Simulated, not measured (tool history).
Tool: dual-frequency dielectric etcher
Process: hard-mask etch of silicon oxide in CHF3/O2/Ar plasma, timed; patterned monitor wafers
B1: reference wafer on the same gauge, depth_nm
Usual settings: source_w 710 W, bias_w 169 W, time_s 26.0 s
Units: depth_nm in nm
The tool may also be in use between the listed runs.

{"run": 1, "day": 0.0, "source_w": 710, "bias_w": 169, "time_s": 26.0, "B1": 59.3, "depth_nm": 52.1}
{"run": 2, "day": 0.733, "source_w": 710, "bias_w": 201, "time_s": 26.0, "B1": 59.3, "depth_nm": 54.4}
{"run": 3, "day": 1.346, "source_w": 710, "bias_w": 158, "time_s": 26.0, "B1": 59.2, "depth_nm": 49.8}
{"run": 4, "day": 2.562, "source_w": 710, "bias_w": 158, "time_s": 26.0, "B1": 59.3, "depth_nm": 50.1}
{"run": 5, "day": 3.867, "source_w": 710, "bias_w": 158, "time_s": 26.0, "B1": 59.2, "depth_nm": 49.4}
{"run": 6, "day": 5.192, "source_w": 710, "bias_w": 169, "time_s": 26.0, "B1": 59.2, "depth_nm": 50.8}
{"run": 7, "day": 6.254, "source_w": 710, "bias_w": 169, "time_s": 26.0, "B1": 59.1, "depth_nm": 50.0}
{"day": 9.362, "done": "upper electrode replaced"}
{"day": 9.471, "done": "bias power generator calibrated"}
{"run": 8, "day": 9.921, "source_w": 710, "bias_w": 169, "time_s": 31.5, "B1": 59.2, "depth_nm": 60.0}
{"run": 9, "day": 10.988, "source_w": 710, "bias_w": 169, "time_s": 31.5, "B1": 59.1, "depth_nm": 60.7}
{"day": 12.104, "done": "source power generator calibrated"}
{"run": 10, "day": 12.162, "source_w": 710, "bias_w": 169, "time_s": 26.0, "B1": 59.2, "depth_nm": 49.4}
{"day": 12.738, "done": "gauge calibrated"}
{"day": 13.667, "done": "wet clean of the chamber"}
{"run": 11, "day": 13.688, "source_w": 860, "bias_w": 169, "time_s": 31.5, "B1": 59.1, "depth_nm": 66.0}
{"run": 12, "day": 13.704, "source_w": 710, "bias_w": 182, "time_s": 26.0, "B1": 59.2, "depth_nm": 52.5}
{"run": 13, "day": 14.471, "source_w": 710, "bias_w": 158, "time_s": 20.0, "B1": 59.1, "depth_nm": 38.8}
{"run": 14, "day": 15.671, "source_w": 710, "bias_w": 136, "time_s": 19.0, "B1": 59.2, "depth_nm": 34.7}

Run 15 comes next. What will it give?
{"run": 15, "day": 17.029, "source_w": 710, "bias_w": 169, "time_s": 20.0, "B1": "?", "depth_nm": "?"}

B1: 59.2
depth_nm: 39.1 nm
Without the tool's hidden state the same run would have given depth_nm 39.8 nm.

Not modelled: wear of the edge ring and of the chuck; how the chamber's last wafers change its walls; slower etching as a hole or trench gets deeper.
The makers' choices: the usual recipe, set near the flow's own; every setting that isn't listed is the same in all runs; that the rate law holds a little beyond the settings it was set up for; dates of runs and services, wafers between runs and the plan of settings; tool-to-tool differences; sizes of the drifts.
